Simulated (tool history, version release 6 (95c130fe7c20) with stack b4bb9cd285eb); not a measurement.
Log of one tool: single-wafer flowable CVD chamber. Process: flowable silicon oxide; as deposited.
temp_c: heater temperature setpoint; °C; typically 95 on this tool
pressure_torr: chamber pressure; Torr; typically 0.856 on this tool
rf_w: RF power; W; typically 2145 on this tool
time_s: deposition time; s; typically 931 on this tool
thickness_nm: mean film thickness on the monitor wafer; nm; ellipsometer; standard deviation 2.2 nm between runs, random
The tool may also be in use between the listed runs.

run,day,temp_c,pressure_torr,rf_w,time_s,"read-back reference wafer on the same gauge, thickness_nm",thickness_nm
1,0,91,0.964,2145,931,808.547,944.765
2,2.221,95,0.856,2145,931,808.437,760.142
3,3.962,95,0.856,2145,931,809.108,757.361
# day 7.271: thermocouple changed; heater temperature recalibrated
4,7.292,95,0.856,2145,931,809.069,758.505
5,11.1,95,0.917,2145,931,809.055,806.143
6,13.275,107,0.856,2470,931,808.669,551.724
7,15.275,91,0.964,2145,931,808.694,942.662
# day 18.138: capacitance manometer re-zeroed and calibrated
8,24.817,95,0.856,1870,931,808.985,748.52
9,26.942,95,0.856,2520,931,809.096,793.509
10,30.004,95,0.856,2145,931,809.445,775.727
11,32.883,95,0.856,1740,931,808.828,726.114
12,34.721,95,0.856,1925,931,809.147,747.96
13,37.925,95,0.856,2145,931,808.297,772.286
14,40.175,103,1.067,1915,999,809.259,760.064
15,44.296,86,0.951,2145,931,809.146,1081.195
# day 44.9: RF generator calibrated
16,45.829,95,0.856,2370,1070,808.649,898.964
17,49.525,95,0.856,2145,931,808.399,769.682
18,51.442,95,0.856,2145,931,808.544,770.699
19,53.483,95,0.71,1900,822,809.513,560.57
20,55.75,95,0.648,2145,931,808.963,611.399
21,59.412,90,1.044,1980,1103,808.598,1213.364
22,63.492,95,0.985,2145,931,809.454,859.257
23,66.254,106,1.043,2145,884,808.594,617.821
24,69.529,105,0.856,2145,931,809.19,569.239
25,72.267,80,0.771,2390,987,808.623,1146.895
26,76.171,110,0.856,2145,1077,808.948,569.123
27,78.083,95,0.856,2145,931,809.067,761.772
28,82.158,95,0.856,2145,931,809.211,760.963
29,83.8,101,0.645,2405,1006,808.537,560.751

What the log doesn't show, run by run:
wafer temperature above the value expected at the setpoint (K): 0 at every run
delivered RF power above the setpoint (%): 0 at every run
gauge reads high (%): 0 at every run
H1: true pressure above the setpoint (%)
run,H1
1,-2.18
2,-2.25
3,-2.3
4,-2.41
5,-2.53
6,-2.6
7,-2.66
8,-0.294
9,-0.361
10,-0.458
11,-0.548
12,-0.606
13,-0.707
14,-0.778
15,-0.908
16,-0.956
17,-1.07
18,-1.13
19,-1.2
20,-1.27
21,-1.38
22,-1.51
23,-1.6
24,-1.7
25,-1.79
26,-1.91
27,-1.97
28,-2.1
29,-2.15
